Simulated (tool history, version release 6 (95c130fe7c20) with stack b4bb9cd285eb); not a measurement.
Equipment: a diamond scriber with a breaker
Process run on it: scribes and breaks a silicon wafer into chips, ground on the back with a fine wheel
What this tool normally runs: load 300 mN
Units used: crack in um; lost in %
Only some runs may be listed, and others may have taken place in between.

run     day  load  wafers since the last listed run  hours since the diamond tip was replaced  hours since the load on the tip was calibrated  incoming depth of the damage left on the back of the incoming wafer, um  crack  lost
  1       0   249                                 0                                      18.7                                           883.8                                                                      2.2  10.16  2.31
      1.604  -- load on the tip recalibrated
  2   2.362   300                                64                                      75.4                                            18.2                                                                     1.54  10.19  1.38
  3   5.779   300                                97                                     157.4                                           100.2                                                                     1.92  10.37  1.85
  4   7.758   252                                56                                     204.9                                           147.7                                                                      1.8   9.63  2.66
  5  12.167   252                               125                                     310.7                                           253.5                                                                     2.43   9.31  3.36
  6  14.038   300                                53                                     355.6                                           298.4                                                                     2.75  10.66  2.93
  7  18.129   300                               116                                     453.8                                           396.6                                                                     2.59  10.73  2.55
  8  20.467   300                                66                                     509.9                                           452.7                                                                        3  10.37  3.47
  9  23.112   300                                75                                     573.4                                           516.2                                                                     2.48   10.7  2.54
 10  27.317   300                               119                                     674.3                                           617.1                                                                     1.59  10.98  1.67
     28.838  -- diamond tip replaced by a new one
 11  29.017   300                                46                                       4.3                                           657.9                                                                     2.76   10.9  3.32
 12  31.304   211                                65                                      59.2                                           712.8                                                                     1.64   9.04  3.53
 13  32.942   248                                46                                      98.5                                           752.1                                                                     2.79   9.71  3.79

Run 14 is up next; what results do you expect?
 14  36.654   300                               105                                     187.6                                           841.2                                                                     2.31      ?     ?

{"run 14": {"crack": 10.95, "lost": 2.4}}
With no hidden state in the tool, this same run would have given crack 10.29 um, lost 2.22 %.
